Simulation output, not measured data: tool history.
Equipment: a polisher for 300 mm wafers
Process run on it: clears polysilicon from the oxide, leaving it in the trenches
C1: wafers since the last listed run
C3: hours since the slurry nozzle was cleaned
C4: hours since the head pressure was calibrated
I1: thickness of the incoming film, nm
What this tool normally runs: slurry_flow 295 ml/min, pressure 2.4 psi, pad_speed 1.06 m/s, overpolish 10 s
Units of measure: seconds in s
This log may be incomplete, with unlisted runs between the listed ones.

Run 1, hour 0: usual settings but slurry_flow 335 ml/min, overpolish 13 s; C1 0; wafers polished on this pad 1006; C3 80.5; C4 205.3; I1 403.9. Result: seconds 36.1 s.
At hour 7.3: worn pad replaced by a new one.
Run 2, hour 13.2: usual settings but pad_speed 1.28 m/s; C1 102; wafers polished on this pad 65; C3 93.7; C4 218.5; I1 403.3. Result: seconds 28.7 s.
Run 3, hour 39.8: usual settings but overpolish 7 s; C1 297; wafers polished on this pad 362; C3 120.3; C4 245.1; I1 408.1. Result: seconds 35.2 s.
Run 4, hour 75.8: usual settings but overpolish 7 s; C1 402; wafers polished on this pad 764; C3 156.3; C4 281.1; I1 403.7. Result: seconds 35.6 s.
Run 5, hour 111.3: usual settings but pressure 2.7 psi; C1 396; wafers polished on this pad 1161; C3 191.8; C4 316.6; I1 411.9. Result: seconds 33.2 s.
At hour 133: worn pad replaced by a new one.
Run 6, hour 137.8: usual settings; C1 251; wafers polished on this pad 53; C3 218.3; C4 343.1; I1 410. Result: seconds 40.2 s.
Run 7, hour 150.8: usual settings; C1 145; wafers polished on this pad 198; C3 231.3; C4 356.1; I1 412.8. Result: seconds 39.9 s.
At hour 162.1: head pressure recalibrated.
Run 8, hour 182.9: usual settings; C1 336; wafers polished on this pad 535; C3 263.4; C4 20.8; I1 406.4. Result: seconds 40.1 s.
Run 9, hour 196.2: usual settings; C1 148; wafers polished on this pad 683; C3 276.7; C4 34.1; I1 410.7. Result: seconds 41.3 s.
Run 10, hour 214: usual settings; C1 198; wafers polished on this pad 882; C3 294.5; C4 51.9; I1 409.7. Result: seconds 41.6 s.
Run 11, hour 234.3: usual settings but slurry_flow 250 ml/min; C1 226; wafers polished on this pad 1109; C3 314.8; C4 72.2; I1 408. Result: seconds 42.2 s.
At hour 241: worn pad replaced by a new one, repeated, since the last time left the tool worse.
Run 12, hour 246.4: usual settings but slurry_flow 250 ml/min; C1 90; wafers polished on this pad 60; C3 326.9; C4 84.3; I1 411.9. Result: seconds 35.5 s.
Run 13, hour 264.9: usual settings but slurry_flow 325 ml/min, pressure 1.9 psi; C1 206; wafers polished on this pad 266; C3 345.4; C4 102.8; I1 407.9. Result: seconds 45.2 s.
Run 14, hour 278.5: usual settings; C1 151; wafers polished on this pad 418; C3 359; C4 116.4; I1 410.1. Result: seconds 34.8 s.
Run 15, hour 311.6: usual settings but slurry_flow 345 ml/min, pad_speed 1.24 m/s; C1 369; wafers polished on this pad 788; C3 392.1; C4 149.5; I1 406.7. Result: seconds 30.2 s.
Run 16, hour 339.3: usual settings; C1 309; wafers polished on this pad 1098; C3 419.8; C4 177.2; I1 411.7. Result: seconds 37.4 s.
At hour 342.3: slurry nozzle cleaned.
At hour 350: worn pad replaced by a new one.
Run 17, hour 361.4: usual settings; C1 191; wafers polished on this pad 127; C3 19.1; C4 199.3; I1 413.1. Result: seconds 35.1 s.
Run 18, hour 377.4: usual settings but slurry_flow 265 ml/min; C1 178; wafers polished on this pad 306; C3 35.1; C4 215.3; I1 408.8. Result: seconds 35.4 s.
Run 19, hour 407: usual settings but pressure 1.7 psi, pad_speed 1.22 m/s; C1 330; wafers polished on this pad 636; C3 64.7; C4 244.9; I1 415.6. Result: seconds 44.2 s.
Run 20, hour 431.7: usual settings; C1 275; wafers polished on this pad 912; C3 89.4; C4 269.6; I1 409.8. Result: seconds 36.2 s.
At hour 448: worn pad replaced by a new one.
Run 21, hour 448.5: usual settings but slurry_flow 350 ml/min; C1 143; wafers polished on this pad 5; C3 106.2; C4 286.4; I1 411.6. Result: seconds 35.1 s.
Run 22, hour 462.9: usual settings but pressure 2.7 psi, overpolish 16 s; C1 160; wafers polished on this pad 166; C3 120.6; C4 300.8; I1 407.4. Result: seconds 30.6 s.
Run 23, hour 495.2: usual settings but slurry_flow 360 ml/min, pressure 1.7 psi, pad_speed 0.92 m/s; C1 360; wafers polished on this pad 527; C3 152.9; C4 333.1; I1 414.1. Result: seconds 58.3 s.
Run 24, hour 509.7: usual settings; C1 161; wafers polished on this pad 689; C3 167.4; C4 347.6; I1 412.7. Result: seconds 36.9 s.

How would selected steps in seconds from run to run divide? Give the signed amount a tool lacking its hidden state would still show from settings, what came in and random variation, and the signed amount left for the hidden state, including any gauge scatter that is not in both of the compared results.
Hidden state at play: removal rate lost through wear of the pad, %; slurry flow missing at the pad, %; deviation of the head's pressure from its setpoint, %.
Run 5 -> 6: pressure 2.7 -> 2.4, worn pad replaced by a new one. seconds +7 s: hidden state +3, all else +4.
Run 11 -> 12: worn pad replaced by a new one, repeated, since the last time left the tool worse. seconds -6.7 s: hidden state -6.4, all else -0.3.
Run 22 -> 23: slurry_flow 295 -> 360, pressure 2.7 -> 1.7, pad_speed 1.06 -> 0.92, overpolish 16 -> 10. seconds +27.7 s: hidden state +0.5, all else +27.2.
Run 23 -> 24: slurry_flow 360 -> 295, pressure 1.7 -> 2.4, pad_speed 0.92 -> 1.06. seconds -21.4 s: hidden state +0, all else -21.4.
